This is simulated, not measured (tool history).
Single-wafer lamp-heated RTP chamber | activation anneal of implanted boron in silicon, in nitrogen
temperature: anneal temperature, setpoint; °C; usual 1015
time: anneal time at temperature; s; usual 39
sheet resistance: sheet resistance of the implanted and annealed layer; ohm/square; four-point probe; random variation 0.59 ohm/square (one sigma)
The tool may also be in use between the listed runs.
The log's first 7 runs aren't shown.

run,hour,temperature,time,wafers since the last listed run,wafers since the last pyrometer calibration,wafers since the reflector plate was cleaned,hours since the gauge calibration,"read-back reference wafer on the same gauge, sheet resistance",sheet resistance
# hour 333.4: reflector plate cleaned
8,371,1033,39,793,4617,574,1730.4,121.86,102.46
9,429.8,1033,39,897,5515,1472,1789.2,121.8,101.64
10,587.2,1033,39,2402,7918,3875,1946.6,122.12,98.72
11,652.6,1015,39,998,8916,4873,2012,122.06,106.84
# hour 669.6: pyrometer window cleaned and pyrometer calibrated
12,697,1015,22,555,418,5429,2056.4,121.69,122.12
13,750.2,1015,22,812,1230,6241,2109.6,121.8,121.8
# hour 770.3: gauge calibrated
14,801.5,1040,22,783,2013,7024,31.2,122.02,104.65
# hour 863: reflector plate cleaned
15,867.8,1015,39,890,2903,73,97.5,122.15,116
16,938.7,1039,39,1082,3985,1156,168.4,121.99,98.96
17,1010.6,1023,60,1097,5083,2253,240.3,121.94,99.17
18,1066.6,1041,39,854,5938,3108,296.3,122.1,94.47

Run 19 comes next. What will it give?
19,1095.3,1015,39,438,6376,3546,325,?,?

{"run 19": {"read-back reference wafer on the same gauge, sheet resistance": 122.06, "sheet resistance": 110.2}}
Without the tool's hidden state the same run would have given sheet resistance 116.98 ohm/square.
